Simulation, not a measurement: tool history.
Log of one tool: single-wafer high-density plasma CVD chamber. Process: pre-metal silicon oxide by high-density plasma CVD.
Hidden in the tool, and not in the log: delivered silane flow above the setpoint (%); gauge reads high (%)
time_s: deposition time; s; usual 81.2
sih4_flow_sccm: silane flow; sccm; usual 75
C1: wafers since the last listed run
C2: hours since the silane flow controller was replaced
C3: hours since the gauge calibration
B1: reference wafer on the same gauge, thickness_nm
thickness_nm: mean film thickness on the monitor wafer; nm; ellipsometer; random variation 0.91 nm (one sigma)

Run 1, hour 0: usual settings; C1 0; C2 4248.7; C3 43.8; B1 503.283. Result: thickness_nm 608.932 nm.
Run 2, hour 7.6: usual settings; C1 79; C2 4256.3; C3 51.4; B1 503.082. Result: thickness_nm 608.659 nm.
Run 3, hour 23.3: usual settings; C1 164; C2 4272; C3 67.1; B1 502.718. Result: thickness_nm 608.773 nm.
Run 4, hour 40.7: usual settings; C1 181; C2 4289.4; C3 84.5; B1 502.393. Result: thickness_nm 607.204 nm.
Run 5, hour 47.4: usual settings; C1 70; C2 4296.1; C3 91.2; B1 502.233. Result: thickness_nm 605.097 nm.
Run 6, hour 64.5: usual settings; C1 178; C2 4313.2; C3 108.3; B1 501.779. Result: thickness_nm 606.47 nm.
Run 7, hour 77.9: usual settings; C1 140; C2 4326.6; C3 121.7; B1 501.76. Result: thickness_nm 607.742 nm.
At hour 88: gauge calibrated.
Run 8, hour 90.1: usual settings; C1 127; C2 4338.8; C3 2.1; B1 503.609. Result: thickness_nm 607.23 nm.
Run 9, hour 98.5: usual settings; C1 87; C2 4347.2; C3 10.5; B1 503.522. Result: thickness_nm 610.508 nm.
Run 10, hour 114.4: usual settings; C1 166; C2 4363.1; C3 26.4; B1 503.239. Result: thickness_nm 606.602 nm.
Run 11, hour 122.6: usual settings but time_s 75.6 s, sih4_flow_sccm 83 sccm; C1 85; C2 4371.3; C3 34.6; B1 503.039. Result: thickness_nm 625.821 nm.
Run 12, hour 139.4: usual settings; C1 175; C2 4388.1; C3 51.4; B1 502.899. Result: thickness_nm 609.214 nm.
Run 13, hour 146.1: usual settings but time_s 70.9 s, sih4_flow_sccm 80 sccm; C1 70; C2 4394.8; C3 58.1; B1 502.462. Result: thickness_nm 566.293 nm.
Run 14, hour 158.5: usual settings but time_s 90.8 s, sih4_flow_sccm 66 sccm; C1 129; C2 4407.2; C3 70.5; B1 502.24. Result: thickness_nm 597.934 nm.
Run 15, hour 167.6: usual settings but sih4_flow_sccm 87 sccm; C1 95; C2 4416.3; C3 79.6; B1 502.133. Result: thickness_nm 702.42 nm.
At hour 182: silane flow controller replaced.
Run 16, hour 182.5: usual settings but time_s 91.1 s, sih4_flow_sccm 66 sccm; C1 72; C2 0.5; C3 94.5; B1 501.75. Result: thickness_nm 599.009 nm.
Run 17, hour 194: usual settings but time_s 69.6 s, sih4_flow_sccm 79 sccm; C1 120; C2 12; C3 106; B1 501.536. Result: thickness_nm 547.558 nm.
Run 18, hour 203.1: usual settings; C1 95; C2 21.1; C3 115.1; B1 501.452. Result: thickness_nm 604.762 nm.
At hour 205.8: gauge calibrated.
Run 19, hour 212.8: usual settings but time_s 68.1 s, sih4_flow_sccm 82 sccm; C1 101; C2 30.8; C3 7; B1 503.472. Result: thickness_nm 558.946 nm.
Run 20, hour 223.3: usual settings but time_s 90.1 s, sih4_flow_sccm 80 sccm; C1 109; C2 41.3; C3 17.5; B1 503.417. Result: thickness_nm 720.805 nm.
Run 21, hour 242.8: usual settings but time_s 88.3 s, sih4_flow_sccm 64 sccm; C1 203; C2 60.8; C3 37; B1 502.963. Result: thickness_nm 564.593 nm.

5 ways to go on from here, each from the tool as it stands after run 21. What would each give?
Run A, hour 243.2: usual settings; C1 4; C2 61.2; C3 37.4; B1 ?. Result: thickness_nm ?.
Run B, hour 243.2: usual settings but time_s 96.2 s, sih4_flow_sccm 68 sccm; C1 4; C2 61.2; C3 37.4; B1 ?. Result: thickness_nm ?.
Run C, hour 243.2: usual settings but time_s 92.8 s, sih4_flow_sccm 62 sccm; C1 4; C2 61.2; C3 37.4; B1 ?. Result: thickness_nm ?.
Run D, hour 243.2: usual settings but time_s 89.7 s, sih4_flow_sccm 81 sccm; C1 4; C2 61.2; C3 37.4; B1 ?. Result: thickness_nm ?.
Run E, hour 243.2: usual settings but sih4_flow_sccm 71 sccm; C1 4; C2 61.2; C3 37.4; B1 ?. Result: thickness_nm ?.

run       B1  thickness_nm
  A  502.958       608.271
  B  502.958       653.377
  C  502.958       574.671
  D  502.958         725.7
  E  502.958        575.83
Without the tool's hidden state the same runs would have given:
run  thickness_nm
  A        609.58
  B       654.783
  C       575.908
  D       727.262
  E       577.069

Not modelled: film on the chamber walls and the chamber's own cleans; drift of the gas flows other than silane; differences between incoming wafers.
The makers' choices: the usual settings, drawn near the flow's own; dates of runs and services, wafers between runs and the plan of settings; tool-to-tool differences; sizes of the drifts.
